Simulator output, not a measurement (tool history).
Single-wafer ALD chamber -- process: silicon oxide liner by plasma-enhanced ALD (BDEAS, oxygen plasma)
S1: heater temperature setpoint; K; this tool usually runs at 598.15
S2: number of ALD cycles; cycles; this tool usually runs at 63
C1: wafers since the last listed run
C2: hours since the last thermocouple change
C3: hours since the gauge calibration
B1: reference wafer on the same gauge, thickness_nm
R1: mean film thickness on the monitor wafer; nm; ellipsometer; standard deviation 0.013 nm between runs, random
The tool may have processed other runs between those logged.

{"run": 1, "hour": 0.0, "S1": 587.15, "S2": 73, "C1": 0, "C2": 957, "C3": 222, "B1": 5.692, "R1": 6.026}
{"run": 2, "hour": 65.6, "S1": 587.15, "S2": 73, "C1": 429, "C2": 1022.6, "C3": 287.6, "B1": 5.678, "R1": 5.981}
{"run": 3, "hour": 133.5, "S1": 587.15, "S2": 73, "C1": 444, "C2": 1090.5, "C3": 355.5, "B1": 5.669, "R1": 5.961}
{"run": 4, "hour": 177.4, "S1": 598.15, "S2": 63, "C1": 287, "C2": 1134.4, "C3": 399.4, "B1": 5.663, "R1": 5.063}
{"run": 5, "hour": 221.1, "S1": 598.15, "S2": 56, "C1": 286, "C2": 1178.1, "C3": 443.1, "B1": 5.657, "R1": 4.474}
{"run": 6, "hour": 279.7, "S1": 608.15, "S2": 63, "C1": 383, "C2": 1236.7, "C3": 501.7, "B1": 5.642, "R1": 4.954}
{"run": 7, "hour": 334.9, "S1": 608.15, "S2": 63, "C1": 361, "C2": 1291.9, "C3": 556.9, "B1": 5.623, "R1": 4.95}
{"run": 8, "hour": 393.7, "S1": 592.15, "S2": 63, "C1": 385, "C2": 1350.7, "C3": 615.7, "B1": 5.606, "R1": 5.062}
{"hour": 416.3, "done": "thermocouple changed; heater temperature recalibrated"}
{"run": 9, "hour": 439.8, "S1": 592.15, "S2": 63, "C1": 249, "C2": 23.5, "C3": 661.8, "B1": 5.601, "R1": 5.052}
{"run": 10, "hour": 491.7, "S1": 598.15, "S2": 63, "C1": 339, "C2": 75.4, "C3": 713.7, "B1": 5.582, "R1": 4.972}
{"hour": 502.6, "done": "gauge calibrated"}
{"run": 11, "hour": 532.6, "S1": 598.15, "S2": 63, "C1": 267, "C2": 116.3, "C3": 30, "B1": 5.69, "R1": 5.073}
{"run": 12, "hour": 601.4, "S1": 598.15, "S2": 57, "C1": 450, "C2": 185.1, "C3": 98.8, "B1": 5.689, "R1": 4.573}
{"run": 13, "hour": 670.6, "S1": 598.15, "S2": 59, "C1": 453, "C2": 254.3, "C3": 168, "B1": 5.692, "R1": 4.748}
{"run": 14, "hour": 722.9, "S1": 598.15, "S2": 63, "C1": 342, "C2": 306.6, "C3": 220.3, "B1": 5.686, "R1": 5.074}
{"run": 15, "hour": 755.4, "S1": 606.15, "S2": 72, "C1": 212, "C2": 339.1, "C3": 252.8, "B1": 5.676, "R1": 5.731}
{"run": 16, "hour": 812.9, "S1": 592.15, "S2": 70, "C1": 376, "C2": 396.6, "C3": 310.3, "B1": 5.667, "R1": 5.67}
{"run": 17, "hour": 849.5, "S1": 598.15, "S2": 63, "C1": 239, "C2": 433.2, "C3": 346.9, "B1": 5.666, "R1": 5.069}
{"run": 18, "hour": 902.9, "S1": 588.15, "S2": 63, "C1": 349, "C2": 486.6, "C3": 400.3, "B1": 5.656, "R1": 5.118}
{"run": 19, "hour": 947.7, "S1": 602.15, "S2": 51, "C1": 293, "C2": 531.4, "C3": 445.1, "B1": 5.647, "R1": 4.064}
{"run": 20, "hour": 1055.5, "S1": 598.15, "S2": 63, "C1": 706, "C2": 639.2, "C3": 552.9, "B1": 5.621, "R1": 5.018}
{"run": 21, "hour": 1079.8, "S1": 610.15, "S2": 63, "C1": 159, "C2": 663.5, "C3": 577.2, "B1": 5.616, "R1": 4.907}

Alternative continuations, all from the tool just after run 21; predict every row:
{"run": "A", "hour": 1080.3, "S1": 598.15, "S2": 51, "C1": 3, "C2": 664, "C3": 577.7, "B1": "?", "R1": "?"}
{"run": "B", "hour": 1080.3, "S1": 613.15, "S2": 75, "C1": 3, "C2": 664, "C3": 577.7, "B1": "?", "R1": "?"}
{"run": "C", "hour": 1080.3, "S1": 585.15, "S2": 54, "C1": 3, "C2": 664, "C3": 577.7, "B1": "?", "R1": "?"}
{"run": "D", "hour": 1080.3, "S1": 602.15, "S2": 58, "C1": 3, "C2": 664, "C3": 577.7, "B1": "?", "R1": "?"}
{"run": "E", "hour": 1080.3, "S1": 609.15, "S2": 68, "C1": 3, "C2": 664, "C3": 577.7, "B1": "?", "R1": "?"}

run=A B1=5.611 R1=4.044
run=B B1=5.611 R1=5.807
run=C B1=5.611 R1=4.37
run=D B1=5.611 R1=4.57
run=E B1=5.611 R1=5.299
Take away the tool's hidden state, keep each run's random variation, and the runs would have read:
run=A R1=4.115
run=B R1=5.908
run=C R1=4.447
run=D R1=4.651
run=E R1=5.392
